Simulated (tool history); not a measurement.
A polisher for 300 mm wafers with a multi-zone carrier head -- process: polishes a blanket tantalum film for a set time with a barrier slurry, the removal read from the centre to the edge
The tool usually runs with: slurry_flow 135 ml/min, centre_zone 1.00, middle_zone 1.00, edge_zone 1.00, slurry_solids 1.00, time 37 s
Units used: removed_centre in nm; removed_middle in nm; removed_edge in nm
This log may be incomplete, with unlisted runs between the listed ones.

run	hour	slurry_flow	centre_zone	middle_zone	edge_zone	slurry_solids	time	incoming thickness of the incoming film, nm	removed_centre	removed_middle	removed_edge
1	0.0	135	1.00	1.00	1.00	1.00	37	260.9	59.4	58.2	60.0
# hour 6.4: carrier head's membrane replaced by a new one
2	59.2	135	1.00	1.00	1.00	1.00	37	260.7	57.5	58.9	58.5
3	151.5	135	1.00	1.00	1.00	1.00	37	263.2	57.7	59.0	59.4
# hour 206.3: slurry nozzle cleaned
# hour 206.4: worn pad replaced by a new one
4	207.9	135	1.00	1.00	1.00	1.00	37	258.3	55.9	55.8	55.4
# hour 217.2: centre zone pressure recalibrated
5	291.3	135	1.00	1.00	1.00	1.00	37	260.8	55.2	54.5	55.1
6	372.4	135	1.00	1.00	1.00	1.00	37	263.6	53.9	55.3	54.5
7	456.6	135	1.00	1.00	1.00	1.00	37	261.6	53.8	54.0	52.9
8	544.4	135	1.00	1.00	1.00	1.00	37	262.2	52.6	53.4	52.9
# hour 564.9: carrier head's membrane replaced by a new one
9	590.2	120	1.00	1.00	1.00	1.00	37	260.0	48.7	51.2	51.9
# hour 619.3: worn pad replaced by a new one, repeated, since the last time left the tool worse
10	668.7	135	1.00	0.92	1.00	1.00	37	258.6	60.5	57.5	62.6
# hour 713.5: centre zone pressure recalibrated
11	748.8	105	1.00	1.07	1.11	1.00	37	262.8	56.4	59.4	61.3
# hour 752.3: edge zone pressure recalibrated
# hour 812.0: slurry nozzle cleaned
12	850.8	105	1.00	1.07	1.11	1.00	37	258.7	55.0	57.9	59.5
# hour 1027.2: carrier head's membrane replaced by a new one
# hour 1053.2: worn pad replaced by a new one
# hour 1095.2: centre zone pressure recalibrated
13	1166.5	165	1.00	1.00	1.00	1.00	37	259.0	62.9	63.8	63.4
14	1218.5	135	1.11	1.00	1.00	1.00	37	264.5	66.7	61.2	60.5
# hour 1445.8: slurry nozzle cleaned
# hour 1455.8: carrier head's membrane replaced by a new one
15	1466.4	105	1.00	1.00	1.09	0.85	43	262.1	60.5	61.7	65.6
# hour 1528.6: centre zone pressure recalibrated
16	1544.3	135	1.00	1.00	0.93	1.00	37	262.3	57.2	58.9	56.3
# hour 1551.4: worn pad replaced by a new one
17	1632.8	135	1.10	0.93	0.90	1.00	37	260.4	68.3	59.4	58.2
# hour 1643.4: edge zone pressure recalibrated
18	1708.0	150	1.00	1.00	0.97	1.00	37	258.2	59.5	60.8	60.4
19	1775.3	135	1.00	1.00	1.00	1.00	37	262.3	59.2	60.3	59.7
20	1877.6	150	1.00	1.00	1.00	0.75	37	262.5	56.7	57.8	56.8
# hour 1905.4: carrier head's membrane replaced by a new one
21	1916.5	155	1.00	1.00	1.03	1.00	33	257.7	54.1	54.0	53.7

Predict each of these 4 candidate next runs independently; none follows another, all start after run 21:
A	1916.9	135	1.00	1.00	1.00	1.00	26	258.4	?	?	?
B	1916.9	135	1.00	1.11	1.00	0.70	28	258.4	?	?	?
C	1916.9	120	1.00	1.00	1.09	1.00	37	258.4	?	?	?
D	1916.9	135	1.00	1.00	1.00	1.00	48	258.4	?	?	?

run	removed_centre	removed_middle	removed_edge
A	40.7	41.5	40.8
B	40.5	44.4	40.5
C	56.1	57.3	59.3
D	75.2	76.5	75.3
With the hidden condition removed and each run's random variation left untouched, the same runs would have given:
run	removed_centre	removed_middle	removed_edge
A	43.0	43.7	43.0
B	42.8	46.9	42.7
C	59.2	60.5	62.6
D	79.3	80.7	79.4
